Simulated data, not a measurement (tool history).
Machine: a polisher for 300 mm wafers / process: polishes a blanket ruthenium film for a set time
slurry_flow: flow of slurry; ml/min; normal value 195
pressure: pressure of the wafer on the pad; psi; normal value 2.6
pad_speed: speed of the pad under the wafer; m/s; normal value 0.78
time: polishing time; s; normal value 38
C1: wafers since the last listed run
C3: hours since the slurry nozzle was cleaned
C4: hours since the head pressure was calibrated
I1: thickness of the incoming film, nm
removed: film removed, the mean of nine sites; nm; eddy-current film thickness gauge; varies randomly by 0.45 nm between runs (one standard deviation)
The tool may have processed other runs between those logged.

Run 1, day 0.000: usual settings; C1 0; wafers polished on this pad 263; C3 20.0; C4 1067.3; I1 270.9. Result: removed 38.8 nm.
Run 2, day 0.604: usual settings; C1 158; wafers polished on this pad 421; C3 34.5; C4 1081.8; I1 275.8. Result: removed 38.2 nm.
Run 3, day 1.592: usual settings; C1 259; wafers polished on this pad 680; C3 58.2; C4 1105.5; I1 267.0. Result: removed 37.3 nm.
At day 2.383: worn pad replaced by a new one.
Run 4, day 2.808: usual settings; C1 275; wafers polished on this pad 111; C3 87.4; C4 1134.7; I1 270.3. Result: removed 38.5 nm.
Run 5, day 3.679: usual settings; C1 228; wafers polished on this pad 339; C3 108.3; C4 1155.6; I1 275.1. Result: removed 36.9 nm.
Run 6, day 4.233: usual settings; C1 145; wafers polished on this pad 484; C3 121.6; C4 1168.9; I1 264.5. Result: removed 37.5 nm.
Run 7, day 5.317: usual settings; C1 284; wafers polished on this pad 769; C3 147.6; C4 1194.9; I1 272.4. Result: removed 37.1 nm.
At day 6.567: worn pad replaced by a new one.
Run 8, day 6.596: usual settings but slurry_flow 175 ml/min, pressure 2.9 psi, pad_speed 0.60 m/s; C1 291; wafers polished on this pad 8; C3 178.3; C4 1225.6; I1 271.6. Result: removed 30.6 nm.
At day 6.975: slurry nozzle cleaned.
Run 9, day 8.038: usual settings but pressure 1.9 psi, pad_speed 0.92 m/s; C1 367; wafers polished on this pad 375; C3 25.5; C4 1260.2; I1 270.6. Result: removed 33.9 nm.
At day 9.267: head pressure recalibrated.
Run 10, day 9.312: usual settings but slurry_flow 215 ml/min, pressure 2.0 psi, pad_speed 1.04 m/s, time 32 s; C1 312; wafers polished on this pad 687; C3 56.1; C4 1.1; I1 269.9. Result: removed 32.8 nm.

Run 11, settings as shown, results not yet in. Your forecast:
At day 10.192: worn pad replaced by a new one.
Run 11, day 10.617: usual settings but pressure 3.3 psi, pad_speed 1.04 m/s; C1 298; wafers polished on this pad 111; C3 87.4; C4 32.4; I1 275.3. Result: removed ?.

{"run 11": {"removed": 63.8}}
On a tool with no hidden condition, and with the same random variation, this run would have come out at removed 67.0 nm.

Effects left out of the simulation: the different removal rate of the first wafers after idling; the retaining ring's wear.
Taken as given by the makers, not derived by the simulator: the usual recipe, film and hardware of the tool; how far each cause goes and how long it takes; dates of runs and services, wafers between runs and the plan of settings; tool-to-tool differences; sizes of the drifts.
